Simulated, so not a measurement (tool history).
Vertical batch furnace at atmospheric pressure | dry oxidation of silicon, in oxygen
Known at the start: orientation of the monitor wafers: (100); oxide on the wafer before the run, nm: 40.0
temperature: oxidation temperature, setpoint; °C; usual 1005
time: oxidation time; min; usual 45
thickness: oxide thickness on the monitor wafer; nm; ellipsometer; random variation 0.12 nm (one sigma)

run	hour	temperature	time	wafers since the last listed run	hours since the last temperature calibration	hours since the boat lift was adjusted	hours since the gauge calibration	read-back reference wafer on the same gauge, thickness	thickness
1	0	1005	62	0	4645	1997.6	298.3	73.26	72.26
2	47.3	1005	45	938	4692.3	2044.9	345.6	73.28	63.99
3	117.1	1005	45	1385	4762.1	2114.7	415.4	73.34	63.98
4	194.3	1005	45	1532	4839.3	2191.9	492.6	73.29	63.96
5	257.2	1005	45	1248	4902.2	2254.8	555.5	73.31	63.58
6	324.2	1005	45	1329	4969.2	2321.8	622.5	73.28	63.55
# hour 376.8: thermocouples replaced and temperature profile calibrated
# hour 380.1: boat lift adjusted
7	380.6	1005	45	578	3.8	0.5	678.9	73.33	64.81
8	427.6	1005	45	932	50.8	47.5	725.9	73.28	64.86
9	467.1	1005	45	784	90.3	87	765.4	73.28	64.77
10	566.1	1005	33	1965	189.3	186	864.4	73.27	58.76
11	656.1	989	65	1786	279.3	276	954.4	73.24	69.25
# hour 732.8: gauge calibrated
12	754.3	1005	45	1949	377.5	374.2	21.5	73.28	65.02
13	805.2	1020	64.5	1010	428.4	425.1	72.4	73.22	81.01
14	848.6	1005	45	861	471.8	468.5	115.8	73.35	64.85
15	900.1	986	45	1022	523.3	520	167.3	73.28	60
16	983.9	995	50.5	1663	607.1	603.8	251.1	73.34	64.4
17	1082.9	980	61	1965	706.1	702.8	350.1	73.28	64.98
18	1182.8	1005	45	1982	806	802.7	450	73.25	64.77
19	1223.5	1012	45	807	846.7	843.4	490.7	73.33	67.15

4 ways to go on from here, each from the tool as it stands after run 19. What would each give?
A	1227.3	1005	57.5	75	850.5	847.2	494.5	?	?
B	1227.3	1005	58	75	850.5	847.2	494.5	?	?
C	1227.3	1005	65.5	75	850.5	847.2	494.5	?	?
D	1227.3	1028	64	75	850.5	847.2	494.5	?	?

run	read-back reference wafer on the same gauge, thickness	thickness
A	73.31	71.13
B	73.31	71.37
C	73.31	75.03
D	73.31	84.56
Without the tool's hidden state the same runs would have given:
run	thickness
A	71.36
B	71.61
C	75.29
D	84.88
